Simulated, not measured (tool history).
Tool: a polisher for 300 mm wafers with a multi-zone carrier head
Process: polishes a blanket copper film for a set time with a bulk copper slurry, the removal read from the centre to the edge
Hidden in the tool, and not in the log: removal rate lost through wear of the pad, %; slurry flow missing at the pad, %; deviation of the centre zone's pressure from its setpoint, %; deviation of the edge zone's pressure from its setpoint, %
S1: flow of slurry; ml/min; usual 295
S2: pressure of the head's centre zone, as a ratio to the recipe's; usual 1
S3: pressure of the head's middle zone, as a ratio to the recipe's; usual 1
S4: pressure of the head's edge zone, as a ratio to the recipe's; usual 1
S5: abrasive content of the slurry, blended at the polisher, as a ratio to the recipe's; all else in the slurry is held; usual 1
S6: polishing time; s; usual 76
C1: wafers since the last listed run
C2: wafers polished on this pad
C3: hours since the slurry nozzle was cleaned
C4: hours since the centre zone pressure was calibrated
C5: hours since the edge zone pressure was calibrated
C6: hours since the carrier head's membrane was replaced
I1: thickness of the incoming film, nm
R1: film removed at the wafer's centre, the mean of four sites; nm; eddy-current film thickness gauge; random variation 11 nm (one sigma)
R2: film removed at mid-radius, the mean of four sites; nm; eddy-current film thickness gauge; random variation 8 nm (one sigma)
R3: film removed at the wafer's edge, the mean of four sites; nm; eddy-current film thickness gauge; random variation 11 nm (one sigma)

| run | hour | S1 | S2 | S3 | S4 | S5 | S6 | C1 | C2 | C3 | C4 | C5 | C6 | I1 | R1 | R2 | R3 |
|---|---|---|---|---|---|---|---|---|---|---|---|---|---|---|---|---|---|
| 1 | 0 | 295 | 1 | 1 | 1 | 1 | 76 | 0 | 1735 | 611.6 | 309 | 550.3 | 900 | 4552 | 867.7 | 840.3 | 868.6 |
| 2 | 44 | 295 | 1 | 1 | 1 | 1 | 64 | 647 | 2383 | 655.6 | 353 | 594.3 | 944 | 4584.4 | 718.1 | 701.5 | 744.7 |
| 3 | 94.3 | 295 | 1.08 | 1 | 1 | 1 | 76 | 740 | 3124 | 705.9 | 403.3 | 644.6 | 994.3 | 4493.1 | 879.8 | 824.1 | 865.9 |
|  | 105.4 | worn pad replaced by a new one |
|  | 133.4 | edge zone pressure recalibrated |
| 4 | 134 | 295 | 1.08 | 1 | 1 | 1 | 76 | 496 | 392 | 745.6 | 443 | 0.6 | 1034 | 4510.3 | 911.6 | 867.2 | 893.3 |
| 5 | 160.4 | 295 | 1 | 1 | 1 | 1 | 76 | 388 | 780 | 772 | 469.4 | 27 | 1060.4 | 4521.9 | 872.8 | 850.3 | 894.7 |
| 6 | 186.5 | 295 | 1 | 1 | 1 | 1 | 76 | 384 | 1165 | 798.1 | 495.5 | 53.1 | 1086.5 | 4539.9 | 880.4 | 849.9 | 896.3 |
|  | 210.8 | centre zone pressure recalibrated |
| 7 | 242.4 | 295 | 1 | 1 | 1 | 1 | 76 | 793 | 1958 | 854 | 31.6 | 109 | 1142.4 | 4526.4 | 854.5 | 843.3 | 876.8 |
|  | 260.5 | slurry nozzle cleaned |
| 8 | 287.9 | 295 | 1 | 1 | 1 | 1 | 76 | 655 | 2614 | 27.4 | 77.1 | 154.5 | 1187.9 | 4562.3 | 866 | 833.2 | 873.4 |
| 9 | 347.8 | 215 | 1 | 1.12 | 0.92 | 1 | 76 | 882 | 3496 | 87.3 | 137 | 214.4 | 1247.8 | 4468.5 | 796.3 | 843.1 | 786.3 |
|  | 377.8 | worn pad replaced by a new one |
| 10 | 418.4 | 200 | 1 | 1 | 1 | 1 | 76 | 980 | 597 | 157.9 | 207.6 | 285 | 1318.4 | 4545.2 | 829.6 | 817.3 | 851.6 |
|  | 511.3 | carrier head's membrane replaced by a new one |
| 11 | 511.6 | 225 | 1.08 | 1 | 1 | 1 | 76 | 1298 | 1896 | 251.1 | 300.8 | 378.2 | 0.3 | 4463 | 871 | 812.7 | 857.9 |
| 12 | 564.7 | 295 | 1 | 1 | 1 | 1 | 76 | 781 | 2677 | 304.2 | 353.9 | 431.3 | 53.4 | 4483.7 | 856.6 | 831.2 | 860.4 |
| 13 | 597.6 | 295 | 1 | 1.08 | 1.05 | 1 | 76 | 484 | 3162 | 337.1 | 386.8 | 464.2 | 86.3 | 4572.5 | 840.1 | 872 | 890.4 |
|  | 624.9 | worn pad replaced by a new one |
| 14 | 639.1 | 210 | 1 | 1.04 | 1 | 1 | 76 | 552 | 209 | 378.6 | 428.3 | 505.7 | 127.8 | 4524.3 | 835.5 | 854 | 865.8 |
|  | 671.7 | centre zone pressure recalibrated |
| 15 | 672.1 | 260 | 0.88 | 1.04 | 1.11 | 1 | 76 | 456 | 666 | 411.6 | 0.4 | 538.7 | 160.8 | 4527.1 | 824 | 876.1 | 939.8 |
| 16 | 727.5 | 205 | 1 | 1 | 1.08 | 0.85 | 96 | 815 | 1481 | 467 | 55.8 | 594.1 | 216.2 | 4470.1 | 1016.9 | 991.8 | 1088.4 |
| 17 | 767.7 | 340 | 0.89 | 1 | 1.06 | 1 | 66 | 591 | 2073 | 507.2 | 96 | 634.3 | 256.4 | 4537.1 | 714.2 | 745.9 | 805.3 |
|  | 778.3 | edge zone pressure recalibrated |
|  | 898 | worn pad replaced by a new one |
| 18 | 940.5 | 295 | 1 | 1 | 1 | 1 | 76 | 2456 | 625 | 680 | 268.8 | 162.2 | 429.2 | 4622.9 | 870.7 | 864.2 | 881.3 |
| 19 | 1005.9 | 295 | 1 | 1 | 1 | 1 | 76 | 963 | 1588 | 745.4 | 334.2 | 227.6 | 494.6 | 4482.2 | 858.1 | 848.6 | 888.6 |
| 20 | 1032.5 | 240 | 1 | 1 | 1 | 1 | 76 | 391 | 1979 | 772 | 360.8 | 254.2 | 521.2 | 4433.8 | 849.3 | 833 | 862.8 |

Hidden state or all else? Some run-to-run changes of R1, split into what the settings, what came in and random variation would give without the hidden state, and what is left for the hidden state (with any gauge scatter that isn't in both results):
Run 3 -> 4: worn pad replaced by a new one, edge zone pressure recalibrated. R1 +31.8 nm: hidden state +37.9, all else -6.1.
Run 13 -> 14: S1 295 -> 210, S3 1.08 -> 1.04, S4 1.05 -> 1, worn pad replaced by a new one. R1 -4.6 nm: hidden state +38.3, all else -42.9.
Run 15 -> 16: S1 260 -> 205, S2 0.88 -> 1, S3 1.04 -> 1, S4 1.11 -> 1.08, S5 1 -> 0.85, S6 76 -> 96. R1 +192.9 nm: hidden state -14.9, all else +207.8.
Run 16 -> 17: S1 205 -> 340, S2 1 -> 0.89, S4 1.08 -> 1.06, S5 0.85 -> 1, S6 96 -> 66. R1 -302.7 nm: hidden state +1, all else -303.7.

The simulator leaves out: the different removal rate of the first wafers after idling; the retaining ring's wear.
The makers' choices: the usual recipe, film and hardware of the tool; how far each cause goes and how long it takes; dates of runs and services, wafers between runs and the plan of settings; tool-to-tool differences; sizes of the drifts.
